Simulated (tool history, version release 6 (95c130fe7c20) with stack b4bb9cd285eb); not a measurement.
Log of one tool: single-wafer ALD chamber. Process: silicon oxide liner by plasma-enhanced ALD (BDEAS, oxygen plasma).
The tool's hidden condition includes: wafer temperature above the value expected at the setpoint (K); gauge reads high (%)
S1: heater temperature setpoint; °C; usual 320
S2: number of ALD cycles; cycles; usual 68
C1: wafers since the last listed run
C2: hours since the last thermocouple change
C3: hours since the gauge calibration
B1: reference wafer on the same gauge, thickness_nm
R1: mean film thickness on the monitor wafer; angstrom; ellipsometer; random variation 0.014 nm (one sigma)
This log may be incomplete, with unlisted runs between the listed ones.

Run 1, hour 0.0: usual settings but S1 314 °C, S2 73 cycles; C1 0; C2 456.1; C3 339.9; B1 5.162. Result: R1 61.95 angstrom.
Run 2, hour 26.1: usual settings; C1 190; C2 482.2; C3 366.0; B1 5.159. Result: R1 57.29 angstrom.
Run 3, hour 88.4: usual settings; C1 454; C2 544.5; C3 428.3; B1 5.161. Result: R1 57.41 angstrom.
Run 4, hour 122.7: usual settings but S1 323 °C, S2 57 cycles; C1 250; C2 578.8; C3 462.6; B1 5.161. Result: R1 47.72 angstrom.
Run 5, hour 188.0: usual settings but S1 323 °C, S2 57 cycles; C1 476; C2 644.1; C3 527.9; B1 5.161. Result: R1 47.72 angstrom.
Run 6, hour 250.9: usual settings; C1 458; C2 707.0; C3 590.8; B1 5.161. Result: R1 56.90 angstrom.
Run 7, hour 302.8: usual settings but S2 74 cycles; C1 378; C2 758.9; C3 642.7; B1 5.159. Result: R1 62.13 angstrom.
Run 8, hour 329.8: usual settings; C1 196; C2 785.9; C3 669.7; B1 5.160. Result: R1 57.20 angstrom.
Run 9, hour 367.0: usual settings; C1 271; C2 823.1; C3 706.9; B1 5.162. Result: R1 57.08 angstrom.
Run 10, hour 393.4: usual settings; C1 192; C2 849.5; C3 733.3; B1 5.158. Result: R1 57.23 angstrom.
Run 11, hour 444.9: usual settings but S2 61 cycles; C1 375; C2 901.0; C3 784.8; B1 5.158. Result: R1 51.38 angstrom.
Run 12, hour 483.8: usual settings but S2 61 cycles; C1 283; C2 939.9; C3 823.7; B1 5.159. Result: R1 51.30 angstrom.
Run 13, hour 554.6: usual settings but S2 61 cycles; C1 516; C2 1010.7; C3 894.5; B1 5.162. Result: R1 51.19 angstrom.
Run 14, hour 584.8: usual settings; C1 220; C2 1040.9; C3 924.7; B1 5.161. Result: R1 57.18 angstrom.
Run 15, hour 633.3: usual settings but S2 65 cycles; C1 353; C2 1089.4; C3 973.2; B1 5.157. Result: R1 54.77 angstrom.
Run 16, hour 694.8: usual settings but S1 309 °C; C1 448; C2 1150.9; C3 1034.7; B1 5.159. Result: R1 58.06 angstrom.
Run 17, hour 866.7: usual settings but S1 328 °C; C1 1253; C2 1322.8; C3 1206.6; B1 5.161. Result: R1 56.32 angstrom.
Run 18, hour 914.6: usual settings but S1 328 °C; C1 349; C2 1370.7; C3 1254.5; B1 5.160. Result: R1 56.25 angstrom.
Run 19, hour 1006.7: usual settings; C1 671; C2 1462.8; C3 1346.6; B1 5.161. Result: R1 56.98 angstrom.
Run 20, hour 1072.4: usual settings; C1 479; C2 1528.5; C3 1412.3; B1 5.163. Result: R1 56.92 angstrom.
Run 21, hour 1097.8: usual settings; C1 185; C2 1553.9; C3 1437.7; B1 5.160. Result: R1 57.10 angstrom.
Run 22, hour 1122.0: usual settings but S1 327 °C, S2 63 cycles; C1 176; C2 1578.1; C3 1461.9; B1 5.161. Result: R1 52.08 angstrom.
At hour 1159.3: gauge calibrated.
Run 23, hour 1174.9: usual settings; C1 385; C2 1631.0; C3 15.6; B1 5.158. Result: R1 56.98 angstrom.
Run 24, hour 1218.8: usual settings; C1 320; C2 1674.9; C3 59.5; B1 5.159. Result: R1 57.16 angstrom.
Run 25, hour 1290.7: usual settings but S1 324 °C, S2 58 cycles; C1 524; C2 1746.8; C3 131.4; B1 5.160. Result: R1 48.27 angstrom.
Run 26, hour 1335.4: usual settings but S1 312 °C; C1 326; C2 1791.5; C3 176.1; B1 5.161. Result: R1 57.96 angstrom.
Run 27, hour 1406.3: usual settings but S1 307 °C, S2 75 cycles; C1 517; C2 1862.4; C3 247.0; B1 5.159. Result: R1 64.22 angstrom.
Run 28, hour 1435.1: usual settings; C1 210; C2 1891.2; C3 275.8; B1 5.160. Result: R1 57.20 angstrom.
Run 29, hour 1488.7: usual settings but S1 308 °C, S2 73 cycles; C1 390; C2 1944.8; C3 329.4; B1 5.159. Result: R1 62.58 angstrom.
Run 30, hour 1540.8: usual settings but S1 313 °C; C1 380; C2 1996.9; C3 381.5; B1 5.160. Result: R1 57.66 angstrom.
Run 31, hour 1584.7: usual settings but S1 307 °C, S2 80 cycles; C1 320; C2 2040.8; C3 425.4; B1 5.161. Result: R1 68.55 angstrom.
At hour 1641.3: thermocouple changed; heater temperature recalibrated.
Run 32, hour 1650.2: usual settings; C1 419; C2 8.9; C3 490.9; B1 5.160. Result: R1 57.37 angstrom.
Run 33, hour 1700.4: usual settings but S1 315 °C; C1 366; C2 59.1; C3 541.1; B1 5.160. Result: R1 58.00 angstrom.
Run 34, hour 1734.0: usual settings but S1 316 °C, S2 61 cycles; C1 245; C2 92.7; C3 574.7; B1 5.163. Result: R1 51.68 angstrom.
Run 35, hour 1793.3: usual settings; C1 432; C2 152.0; C3 634.0; B1 5.159. Result: R1 57.09 angstrom.
Run 36, hour 1865.1: usual settings but S1 308 °C, S2 72 cycles; C1 523; C2 223.8; C3 705.8; B1 5.158. Result: R1 61.63 angstrom.
Run 37, hour 1919.1: usual settings but S1 308 °C, S2 77 cycles; C1 393; C2 277.8; C3 759.8; B1 5.160. Result: R1 66.23 angstrom.
Run 38, hour 1955.5: usual settings but S1 334 °C, S2 60 cycles; C1 265; C2 314.2; C3 796.2; B1 5.158. Result: R1 49.33 angstrom.
Run 39, hour 2000.5: usual settings but S2 81 cycles; C1 328; C2 359.2; C3 841.2; B1 5.162. Result: R1 68.39 angstrom.
Run 40, hour 2025.5: usual settings but S1 306 °C, S2 60 cycles; C1 182; C2 384.2; C3 866.2; B1 5.164. Result: R1 51.72 angstrom.
Run 41, hour 2085.5: usual settings but S2 80 cycles; C1 437; C2 444.2; C3 926.2; B1 5.162. Result: R1 67.49 angstrom.
Run 42, hour 2119.7: usual settings but S1 308 °C, S2 58 cycles; C1 249; C2 478.4; C3 960.4; B1 5.160. Result: R1 49.45 angstrom.
Run 43, hour 2144.9: usual settings; C1 183; C2 503.6; C3 985.6; B1 5.156. Result: R1 57.00 angstrom.
Run 44, hour 2172.5: usual settings; C1 201; C2 531.2; C3 1013.2; B1 5.159. Result: R1 57.09 angstrom.
Run 45, hour 2232.1: usual settings; C1 434; C2 590.8; C3 1072.8; B1 5.161. Result: R1 57.10 angstrom.
Run 46, hour 2301.4: usual settings; C1 505; C2 660.1; C3 1142.1; B1 5.160. Result: R1 57.18 angstrom.

For some of the steps in R1 from one run to the next: how much would appear even if the tool had no hidden state, given the settings, what came in and random variation, and how much remains for the hidden state plus any gauge scatter that the measured result and the result without hidden state don't share?
Run 31 -> 32: S1 307 -> 320, S2 80 -> 68, thermocouple changed; heater temperature recalibrated. R1 -11.18 angstrom: hidden state +0.56, all else -11.74.
Run 37 -> 38: S1 308 -> 334, S2 77 -> 60. R1 -16.90 angstrom: hidden state +0.03, all else -16.93.
Run 38 -> 39: S1 334 -> 320, S2 60 -> 81. R1 +19.06 angstrom: hidden state -0.10, all else +19.16.
Run 40 -> 41: S1 306 -> 320, S2 60 -> 80. R1 +15.77 angstrom: hidden state -0.11, all else +15.88.
Run 41 -> 42: S1 320 -> 308, S2 80 -> 58. R1 -18.04 angstrom: hidden state +0.08, all else -18.12.

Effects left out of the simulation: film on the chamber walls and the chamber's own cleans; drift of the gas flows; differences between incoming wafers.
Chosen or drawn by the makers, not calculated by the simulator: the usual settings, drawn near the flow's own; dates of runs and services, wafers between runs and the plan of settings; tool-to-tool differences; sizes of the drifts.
